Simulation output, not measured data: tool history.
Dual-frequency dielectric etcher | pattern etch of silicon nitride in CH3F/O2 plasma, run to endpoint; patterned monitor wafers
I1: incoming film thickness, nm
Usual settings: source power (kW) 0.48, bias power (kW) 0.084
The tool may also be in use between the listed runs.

run 1 day=0 | source_power_(kW)=0.48 bias_power_(kW)=0.084 | I1=103.9 | endpoint_time_(s)=107.2
run 2 day=0.8 | source_power_(kW)=0.48 bias_power_(kW)=0.084 | I1=102.3 | endpoint_time_(s)=105.7
run 3 day=1.504 | source_power_(kW)=0.48 bias_power_(kW)=0.084 | I1=105.1 | endpoint_time_(s)=108.3
run 4 day=4.004 | source_power_(kW)=0.48 bias_power_(kW)=0.075 | I1=104.3 | endpoint_time_(s)=115.7
run 5 day=4.517 | source_power_(kW)=0.48 bias_power_(kW)=0.075 | I1=103 | endpoint_time_(s)=114.2
run 6 day=5.375 | source_power_(kW)=0.48 bias_power_(kW)=0.075 | I1=104.5 | endpoint_time_(s)=115.8
run 7 day=9.096 | source_power_(kW)=0.48 bias_power_(kW)=0.084 | I1=104.4 | endpoint_time_(s)=109.1
run 8 day=10.225 | source_power_(kW)=0.48 bias_power_(kW)=0.084 | I1=104.4 | endpoint_time_(s)=107.9
run 9 day=11.596 | source_power_(kW)=0.45 bias_power_(kW)=0.084 | I1=104.7 | endpoint_time_(s)=112.1
run 10 day=13.058 | source_power_(kW)=0.4 bias_power_(kW)=0.076 | I1=104.1 | endpoint_time_(s)=120.4
run 11 day=13.488 | source_power_(kW)=0.54 bias_power_(kW)=0.091 | I1=104.2 | endpoint_time_(s)=99.8
run 12 day=14.912 | source_power_(kW)=0.48 bias_power_(kW)=0.084 | I1=103.1 | endpoint_time_(s)=108.3
run 13 day=16.188 | source_power_(kW)=0.39 bias_power_(kW)=0.101 | I1=104.8 | endpoint_time_(s)=104.5
run 14 day=17.633 | source_power_(kW)=0.48 bias_power_(kW)=0.084 | I1=102.2 | endpoint_time_(s)=105.1
run 15 day=18.096 | source_power_(kW)=0.59 bias_power_(kW)=0.093 | I1=102.8 | endpoint_time_(s)=94.5
run 16 day=18.696 | source_power_(kW)=0.48 bias_power_(kW)=0.09 | I1=103 | endpoint_time_(s)=101.7
run 17 day=20.054 | source_power_(kW)=0.37 bias_power_(kW)=0.084 | I1=103.3 | endpoint_time_(s)=111.7
run 18 day=21.496 | source_power_(kW)=0.51 bias_power_(kW)=0.102 | I1=103.4 | endpoint_time_(s)=93.6
run 19 day=22.542 | source_power_(kW)=0.37 bias_power_(kW)=0.075 | I1=103.2 | endpoint_time_(s)=119.9

Taken out of this log: 4 entries between the listed runs. Where each belongs, and how the hidden state differs across it:
Between runs 8 and 9: bias power generator calibrated (day 11.288)
  etch rate over this chamber's usual, %: -2.3 -> -2.51
  measured less the result without the state, endpoint time (s): +2.5 -> +2.8
Between runs 9 and 10: upper electrode replaced (day 13.038)
  etch rate over this chamber's usual, %: -2.51 -> -2.75
  measured less the result without the state, endpoint time (s): +2.8 -> +3.3
Between runs 11 and 12: source power generator calibrated (day 14.429)
  etch rate over this chamber's usual, %: -2.81 -> -3.04
  measured less the result without the state, endpoint time (s): +2.8 -> +3.3
Between runs 13 and 14: wet clean of the chamber (day 17.612)
  etch rate over this chamber's usual, %: -3.24 -> -0.0497
  measured less the result without the state, endpoint time (s): +3.4 -> +0.1

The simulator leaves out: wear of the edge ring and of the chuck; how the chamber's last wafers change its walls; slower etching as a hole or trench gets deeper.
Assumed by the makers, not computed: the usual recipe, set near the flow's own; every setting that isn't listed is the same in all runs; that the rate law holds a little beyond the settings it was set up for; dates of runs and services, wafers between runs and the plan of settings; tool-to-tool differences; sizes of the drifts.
